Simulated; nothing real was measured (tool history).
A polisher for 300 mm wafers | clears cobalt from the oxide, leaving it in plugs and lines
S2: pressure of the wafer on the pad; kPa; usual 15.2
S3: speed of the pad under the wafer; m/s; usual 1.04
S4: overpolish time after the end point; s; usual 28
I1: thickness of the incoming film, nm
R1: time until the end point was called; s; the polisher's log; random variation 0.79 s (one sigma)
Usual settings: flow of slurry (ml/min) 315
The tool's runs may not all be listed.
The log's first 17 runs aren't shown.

-- hour=1518.1 worn pad replaced by a new one, of another model than before
run 18 hour=1549.1 | flow_of_slurry_(ml/min)=345 S2=18.6 S3=1.04 S4=44 | I1=351.1 | R1=66
run 19 hour=1607.3 | flow_of_slurry_(ml/min)=315 S2=15.2 S3=1.22 S4=28 | I1=345.4 | R1=66.8
run 20 hour=1649.2 | flow_of_slurry_(ml/min)=315 S2=15.2 S3=1.04 S4=43 | I1=351.1 | R1=75.7
run 21 hour=1721.2 | flow_of_slurry_(ml/min)=285 S2=12.4 S3=1.04 S4=28 | I1=352.5 | R1=86.9
run 22 hour=1779 | flow_of_slurry_(ml/min)=315 S2=15.2 S3=1.04 S4=28 | I1=342.7 | R1=72.3
-- hour=1805 head pressure recalibrated
run 23 hour=1854.9 | flow_of_slurry_(ml/min)=395 S2=11 S3=1.36 S4=19 | I1=351.3 | R1=69
run 24 hour=1946.8 | flow_of_slurry_(ml/min)=315 S2=17.9 S3=1.28 S4=28 | I1=352.8 | R1=55.7
-- hour=1990.4 worn pad replaced by a new one
run 25 hour=2044.7 | flow_of_slurry_(ml/min)=415 S2=17.9 S3=1.34 S4=22 | I1=353.3 | R1=54.1
-- hour=2048.6 slurry nozzle cleaned
run 26 hour=2106.5 | flow_of_slurry_(ml/min)=315 S2=15.2 S3=1.04 S4=28 | I1=349.8 | R1=74.3
run 27 hour=2177.8 | flow_of_slurry_(ml/min)=315 S2=15.2 S3=1.04 S4=39 | I1=343 | R1=73.2
run 28 hour=2272.3 | flow_of_slurry_(ml/min)=315 S2=15.2 S3=1.04 S4=28 | I1=346.3 | R1=73
run 29 hour=2311.5 | flow_of_slurry_(ml/min)=260 S2=15.2 S3=1.04 S4=44 | I1=354.8 | R1=77.3
run 30 hour=2381.3 | flow_of_slurry_(ml/min)=315 S2=13.1 S3=1.04 S4=13 | I1=351.6 | R1=82.1
run 31 hour=2432.2 | flow_of_slurry_(ml/min)=315 S2=15.2 S3=1.04 S4=28 | I1=350.5 | R1=75.2
-- hour=2508.5 worn pad replaced by a new one
run 32 hour=2513 | flow_of_slurry_(ml/min)=315 S2=15.2 S3=1.04 S4=28 | I1=342.9 | R1=73.2
run 33 hour=2620.8 | flow_of_slurry_(ml/min)=240 S2=13.1 S3=1.2 S4=28 | I1=355.3 | R1=79

5 ways to go on from here, each from the tool as it stands after run 33. What would each give?
run A hour=2621.2 | flow_of_slurry_(ml/min)=400 S2=15.2 S3=1.04 S4=28 | I1=349.2 | R1=?
run B hour=2621.2 | flow_of_slurry_(ml/min)=425 S2=15.2 S3=1.04 S4=28 | I1=349.2 | R1=?
run C hour=2621.2 | flow_of_slurry_(ml/min)=245 S2=11 S3=0.76 S4=33 | I1=349.2 | R1=?
run D hour=2621.2 | flow_of_slurry_(ml/min)=315 S2=11.7 S3=1.04 S4=36 | I1=349.2 | R1=?
run E hour=2621.2 | flow_of_slurry_(ml/min)=315 S2=17.9 S3=0.9 S4=40 | I1=349.2 | R1=?

run=A R1=72.8
run=B R1=72.4
run=C R1=116.2
run=D R1=87
run=E R1=74
Without the tool's hidden state the same runs would have given:
run=A R1=69.8
run=B R1=69.5
run=C R1=111.4
run=D R1=83.5
run=E R1=71
